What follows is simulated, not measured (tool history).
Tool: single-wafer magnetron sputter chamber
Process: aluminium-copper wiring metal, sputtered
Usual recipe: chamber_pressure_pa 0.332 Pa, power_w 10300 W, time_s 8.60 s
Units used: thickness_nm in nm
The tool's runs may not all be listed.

run	day	chamber_pressure_pa	power_w	time_s	wafers since the last listed run	wafers on the sputter target	hours since the last manometer calibration	hours since the magnet pack was replaced	hours since the gauge calibration	read-back reference wafer on the same gauge, thickness_nm	thickness_nm
1	0.000	0.332	10300	8.60	0	5529	600.5	9197.2	250.7	171.045	166.767
2	1.438	0.332	10300	8.60	866	6395	635.0	9231.7	285.2	170.995	166.245
3	2.325	0.332	10300	8.60	534	6930	656.3	9253.0	306.5	170.989	165.404
# day 3.233: sputter target and shields replaced
4	3.254	0.332	10300	7.35	359	11	678.6	9275.3	328.8	171.009	144.428
5	4.033	0.332	10300	7.35	469	481	697.3	9294.0	347.5	170.978	144.521
6	5.200	0.332	10300	7.35	703	1184	725.3	9322.0	375.5	170.928	143.796
7	6.638	0.332	10300	8.60	866	2050	759.8	9356.5	410.0	170.933	167.985
8	7.321	0.332	10300	8.60	411	2462	776.2	9372.9	426.4	170.995	168.110
# day 8.525: magnet pack replaced
9	8.546	0.332	10300	8.60	537	2999	805.6	0.5	455.8	170.873	167.560
10	9.079	0.332	11150	8.60	321	3320	818.4	13.3	468.6	170.996	180.077
11	10.158	0.463	10300	9.70	650	3971	844.3	39.2	494.5	170.949	176.776
12	10.700	0.256	10300	8.60	326	4297	857.3	52.2	507.5	171.035	172.368
13	11.325	0.332	12100	8.60	376	4674	872.3	67.2	522.5	171.153	192.911
14	12.196	0.459	9600	9.06	524	5198	893.2	88.1	543.4	170.848	154.191
15	13.379	0.332	10300	9.24	713	5911	921.6	116.5	571.8	171.112	178.217
# day 13.775: gauge calibrated
16	14.383	0.464	10300	8.60	605	6517	945.7	140.6	14.6	170.959	154.913
# day 17.083: sputter target and shields replaced
17	17.104	0.277	12600	8.60	1438	13	1011.0	205.9	79.9	170.994	208.114
# day 18.012: capacitance manometer re-zeroed and calibrated
18	20.617	0.243	12450	10.00	1915	1929	62.5	290.2	164.2	170.884	246.533
19	22.079	0.332	10300	8.60	881	2810	97.6	325.3	199.3	171.002	170.455
20	23.550	0.426	12750	7.36	886	3696	132.9	360.6	234.6	170.954	169.792

Forecast run 21:
21	24.925	0.277	12600	8.60	828	4525	165.9	393.6	267.6	?	?

{"run 21": {"read-back reference wafer on the same gauge, thickness_nm": 171.07, "thickness_nm": 207.737}}
If the tool had no hidden condition, the same run with the same run-to-run variation would have returned thickness_nm 210.374 nm.
